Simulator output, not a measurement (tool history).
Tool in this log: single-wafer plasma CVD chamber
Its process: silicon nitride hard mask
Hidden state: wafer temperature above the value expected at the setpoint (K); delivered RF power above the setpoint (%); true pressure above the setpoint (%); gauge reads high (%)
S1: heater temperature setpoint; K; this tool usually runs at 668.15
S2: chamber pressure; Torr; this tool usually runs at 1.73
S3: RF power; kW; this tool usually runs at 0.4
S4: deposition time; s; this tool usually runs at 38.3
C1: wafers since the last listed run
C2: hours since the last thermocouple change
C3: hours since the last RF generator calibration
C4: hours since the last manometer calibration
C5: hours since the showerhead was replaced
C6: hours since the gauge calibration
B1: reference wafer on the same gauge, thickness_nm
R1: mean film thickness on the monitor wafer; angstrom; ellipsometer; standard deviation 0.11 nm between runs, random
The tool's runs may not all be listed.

run 1 day=0 | S1=668.15 S2=1.73 S3=0.4 S4=38.3 | C1=0 C2=1549.1 C3=2579.8 C4=2005.9 C5=3941.2 C6=109.3 | B1=47.297 | R1=494.36
run 2 day=0.604 | S1=668.15 S2=1.73 S3=0.4 S4=38.3 | C1=292 C2=1563.6 C3=2594.3 C4=2020.4 C5=3955.7 C6=123.8 | B1=47.311 | R1=496.27
run 3 day=1.208 | S1=658.15 S2=1.73 S3=0.4 S4=38.3 | C1=292 C2=1578.1 C3=2608.8 C4=2034.9 C5=3970.2 C6=138.3 | B1=47.265 | R1=496.76
run 4 day=1.512 | S1=668.15 S2=1.73 S3=0.4 S4=38.3 | C1=147 C2=1585.4 C3=2616.1 C4=2042.2 C5=3977.5 C6=145.6 | B1=47.297 | R1=492.02
run 5 day=2.117 | S1=677.15 S2=1.73 S3=0.4 S4=38.3 | C1=292 C2=1599.9 C3=2630.6 C4=2056.7 C5=3992 C6=160.1 | B1=47.324 | R1=492.37
run 6 day=2.417 | S1=677.15 S2=1.73 S3=0.4 S4=38.3 | C1=145 C2=1607.1 C3=2637.8 C4=2063.9 C5=3999.2 C6=167.3 | B1=47.295 | R1=490.78
-- day=3.383 showerhead replaced
run 7 day=3.404 | S1=677.15 S2=1.73 S3=0.4 S4=38.3 | C1=316 C2=1630.8 C3=2661.5 C4=2087.6 C5=0.5 C6=191 | B1=47.347 | R1=491.11
run 8 day=3.546 | S1=668.15 S2=1.73 S3=0.4 S4=38.3 | C1=68 C2=1634.2 C3=2664.9 C4=2091 C5=3.9 C6=194.4 | B1=47.246 | R1=492.7
run 9 day=4.292 | S1=668.15 S2=1.73 S3=0.4 S4=38.3 | C1=361 C2=1652.1 C3=2682.8 C4=2108.9 C5=21.8 C6=212.3 | B1=47.246 | R1=492.52
run 10 day=4.554 | S1=668.15 S2=1.89 S3=0.46 S4=33.8 | C1=127 C2=1658.4 C3=2689.1 C4=2115.2 C5=28.1 C6=218.6 | B1=47.307 | R1=492.9
run 11 day=5.25 | S1=674.15 S2=1.73 S3=0.38 S4=38.3 | C1=337 C2=1675.1 C3=2705.8 C4=2131.9 C5=44.8 C6=235.3 | B1=47.291 | R1=472.61
-- day=5.525 gauge calibrated
run 12 day=5.554 | S1=668.15 S2=1.73 S3=0.4 S4=38.3 | C1=147 C2=1682.4 C3=2713.1 C4=2139.2 C5=52.1 C6=0.7 | B1=47.267 | R1=490.39
run 13 day=5.821 | S1=668.15 S2=1.73 S3=0.4 S4=34.2 | C1=129 C2=1688.8 C3=2719.5 C4=2145.6 C5=58.5 C6=7.1 | B1=47.264 | R1=438.34
run 14 day=6.104 | S1=677.15 S2=1.48 S3=0.4 S4=31.2 | C1=137 C2=1695.6 C3=2726.3 C4=2152.4 C5=65.3 C6=13.9 | B1=47.23 | R1=378.96
-- day=6.671 capacitance manometer re-zeroed and calibrated
run 15 day=6.692 | S1=659.15 S2=2.11 S3=0.425 S4=33 | C1=123 C2=1709.7 C3=2740.4 C4=0.5 C5=79.4 C6=28 | B1=47.318 | R1=469.8
-- day=7.117 thermocouple changed; heater temperature recalibrated
-- day=7.371 RF generator calibrated
run 16 day=7.392 | S1=668.15 S2=1.73 S3=0.4 S4=38.3 | C1=54 C2=6.6 C3=0.5 C4=17.3 C5=96.2 C6=44.8 | B1=47.307 | R1=524.78
run 17 day=7.758 | S1=668.15 S2=1.73 S3=0.4 S4=38.3 | C1=177 C2=15.4 C3=9.3 C4=26.1 C5=105 C6=53.6 | B1=47.275 | R1=526.24
run 18 day=8.058 | S1=659.15 S2=1.45 S3=0.435 S4=31.7 | C1=145 C2=22.6 C3=16.5 C4=33.3 C5=112.2 C6=60.8 | B1=47.298 | R1=434.58
run 19 day=8.512 | S1=668.15 S2=1.73 S3=0.4 S4=38.3 | C1=220 C2=33.5 C3=27.4 C4=44.2 C5=123.1 C6=71.7 | B1=47.3 | R1=524.87
run 20 day=8.933 | S1=668.15 S2=1.73 S3=0.4 S4=38.3 | C1=203 C2=43.6 C3=37.5 C4=54.3 C5=133.2 C6=81.8 | B1=47.3 | R1=522.79
run 21 day=9.504 | S1=661.15 S2=1.73 S3=0.4 S4=33.8 | C1=276 C2=57.3 C3=51.2 C4=68 C5=146.9 C6=95.5 | B1=47.344 | R1=464.21
run 22 day=9.879 | S1=668.15 S2=1.55 S3=0.4 S4=42.1 | C1=181 C2=66.3 C3=60.2 C4=77 C5=155.9 C6=104.5 | B1=47.298 | R1=555
run 23 day=10.475 | S1=668.15 S2=1.73 S3=0.325 S4=38.3 | C1=288 C2=80.6 C3=74.5 C4=91.3 C5=170.2 C6=118.8 | B1=47.262 | R1=445.3
run 24 day=11.204 | S1=656.15 S2=2.03 S3=0.435 S4=43.2 | C1=353 C2=98.1 C3=92 C4=108.8 C5=187.7 C6=136.3 | B1=47.299 | R1=662.58
run 25 day=11.762 | S1=668.15 S2=1.37 S3=0.355 S4=43.5 | C1=270 C2=111.5 C3=105.4 C4=122.2 C5=201.1 C6=149.7 | B1=47.267 | R1=501.98
run 26 day=12.358 | S1=668.15 S2=1.73 S3=0.4 S4=38.3 | C1=288 C2=125.8 C3=119.7 C4=136.5 C5=215.4 C6=164 | B1=47.367 | R1=523.29
run 27 day=12.667 | S1=663.15 S2=1.73 S3=0.45 S4=34.8 | C1=149 C2=133.2 C3=127.1 C4=143.9 C5=222.8 C6=171.4 | B1=47.242 | R1=516.94
run 28 day=13.083 | S1=668.15 S2=1.56 S3=0.345 S4=38.3 | C1=201 C2=143.2 C3=137.1 C4=153.9 C5=232.8 C6=181.4 | B1=47.268 | R1=453.67

Branching from run 28: 5 alternative next runs. What would each branch give?
run A day=13.1 | S1=668.15 S2=1.73 S3=0.4 S4=38.3 | C1=8 C2=143.6 C3=137.5 C4=154.3 C5=233.2 C6=181.8 | B1=? | R1=?
run B day=13.1 | S1=679.15 S2=1.73 S3=0.425 S4=44.8 | C1=8 C2=143.6 C3=137.5 C4=154.3 C5=233.2 C6=181.8 | B1=? | R1=?
run C day=13.1 | S1=668.15 S2=1.73 S3=0.4 S4=34.8 | C1=8 C2=143.6 C3=137.5 C4=154.3 C5=233.2 C6=181.8 | B1=? | R1=?
run D day=13.1 | S1=681.15 S2=1.61 S3=0.4 S4=38.3 | C1=8 C2=143.6 C3=137.5 C4=154.3 C5=233.2 C6=181.8 | B1=? | R1=?
run E day=13.1 | S1=668.15 S2=1.86 S3=0.4 S4=38.3 | C1=8 C2=143.6 C3=137.5 C4=154.3 C5=233.2 C6=181.8 | B1=? | R1=?

run=A B1=47.325 R1=523.36
run=B B1=47.325 R1=635.09
run=C B1=47.325 R1=475.64
run=D B1=47.325 R1=508.75
run=E B1=47.325 R1=535.52
With no hidden state in the tool, these same runs would have given:
run=A R1=528.42
run=B R1=641.23
run=C R1=480.24
run=D R1=513.67
run=E R1=540.7

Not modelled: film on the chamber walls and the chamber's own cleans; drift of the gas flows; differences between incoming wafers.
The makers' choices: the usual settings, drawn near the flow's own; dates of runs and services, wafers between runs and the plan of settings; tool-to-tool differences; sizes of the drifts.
